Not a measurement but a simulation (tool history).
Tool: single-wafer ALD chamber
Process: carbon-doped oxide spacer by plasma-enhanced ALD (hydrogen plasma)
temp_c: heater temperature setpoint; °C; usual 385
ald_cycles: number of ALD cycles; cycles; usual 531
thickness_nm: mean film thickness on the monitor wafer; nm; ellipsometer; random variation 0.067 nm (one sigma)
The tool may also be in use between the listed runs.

run   hour  temp_c  ald_cycles  read-back reference wafer on the same gauge, thickness_nm  thickness_nm
  1    0.0     385         531                                                     26.608        26.875
  2   15.9     385         531                                                     26.606        26.785
  3   25.9     385         531                                                     26.602        26.854
  4   33.3     385         531                                                     26.599        26.826
  5   47.0     385         531                                                     26.603        26.663
  6   56.9     385         531                                                     26.610        26.839
  7   73.8     385         531                                                     26.602        26.818
  8   88.9     385         531                                                     26.587        26.809
      96.0  -- gauge calibrated
  9  104.5     385         632                                                     26.596        32.054
 10  119.2     381         427                                                     26.595        21.538
 11  132.0     385         531                                                     26.594        26.859
     147.0  -- thermocouple changed; heater temperature recalibrated
 12  147.5     379         571                                                     26.598        28.934
 13  148.9     385         531                                                     26.600        26.872
 14  165.8     385         625                                                     26.594        31.582
 15  174.6     378         493                                                     26.606        24.923
 16  182.4     385         531                                                     26.603        26.751
 17  192.6     385         607                                                     26.589        30.630

Forecast each of these 5 alternatives for the next run:
  A  193.8     385         531                                                          ?             ?
  B  193.8     377         566                                                          ?             ?
  C  193.8     398         595                                                          ?             ?
  D  193.8     379         594                                                          ?             ?
  E  193.8     385         492                                                          ?             ?

run  read-back reference wafer on the same gauge, thickness_nm  thickness_nm
  A                                                     26.597        26.747
  B                                                     26.597        28.510
  C                                                     26.597        29.971
  D                                                     26.597        29.920
  E                                                     26.597        24.782
Without the tool's hidden state the same runs would have given:
run  thickness_nm
  A        26.747
  B        28.510
  C        29.971
  D        29.920
  E        24.782

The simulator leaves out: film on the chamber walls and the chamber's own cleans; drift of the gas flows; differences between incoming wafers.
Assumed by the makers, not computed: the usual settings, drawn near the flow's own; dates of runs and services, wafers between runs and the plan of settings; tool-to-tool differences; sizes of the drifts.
